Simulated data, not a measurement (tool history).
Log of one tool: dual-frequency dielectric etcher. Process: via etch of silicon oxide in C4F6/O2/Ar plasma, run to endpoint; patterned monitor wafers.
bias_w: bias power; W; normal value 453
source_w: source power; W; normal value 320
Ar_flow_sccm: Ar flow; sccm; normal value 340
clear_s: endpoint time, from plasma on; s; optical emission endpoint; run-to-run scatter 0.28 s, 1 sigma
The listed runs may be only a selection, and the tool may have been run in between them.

run,hour,bias_w,source_w,Ar_flow_sccm,"incoming incoming film thickness, nm",clear_s
1,0.0,453,320,340,170.3,38.8
2,71.9,453,320,310,169.4,37.8
3,124.2,453,320,310,168.9,37.5
4,282.5,390,300,340,171.9,41.1
5,344.3,390,300,340,169.7,40.4
# hour 413.3: upper electrode replaced, of another model than before
6,413.8,453,320,391,169.4,37.8
# hour 437.1: Ar flow controller replaced
7,438.5,453,290,340,167.6,39.5
8,494.7,453,320,340,170.7,36.6
# hour 501.6: bias power generator calibrated
# hour 523.2: wet clean of the chamber
9,536.3,453,320,340,167.1,38.6
10,596.2,453,320,277,169.2,38.1
11,661.6,453,400,340,169.5,33.9
# hour 678.1: source power generator calibrated
12,695.2,453,320,340,171.8,39.6
13,761.8,453,320,340,168.5,38.2
14,802.3,453,320,340,170.4,38.9
15,845.6,453,320,415,169.5,39.5
16,885.8,493,300,385,170.1,39.2
17,952.3,550,290,340,170.1,37.6
18,990.0,497,290,421,169.7,39.5

What if the next run were any one of these 4? Each begins from the tool's condition after run 18:
A,990.4,516,320,340,168.4,?
B,990.4,453,320,377,168.4,?
C,990.4,519,300,263,168.4,?
D,990.4,453,280,340,168.4,?

run,clear_s
A,35.4
B,38.0
C,35.5
D,41.4
What these runs would have given with no unlogged condition in the tool:
run,clear_s
A,36.6
B,39.3
C,36.7
D,42.8
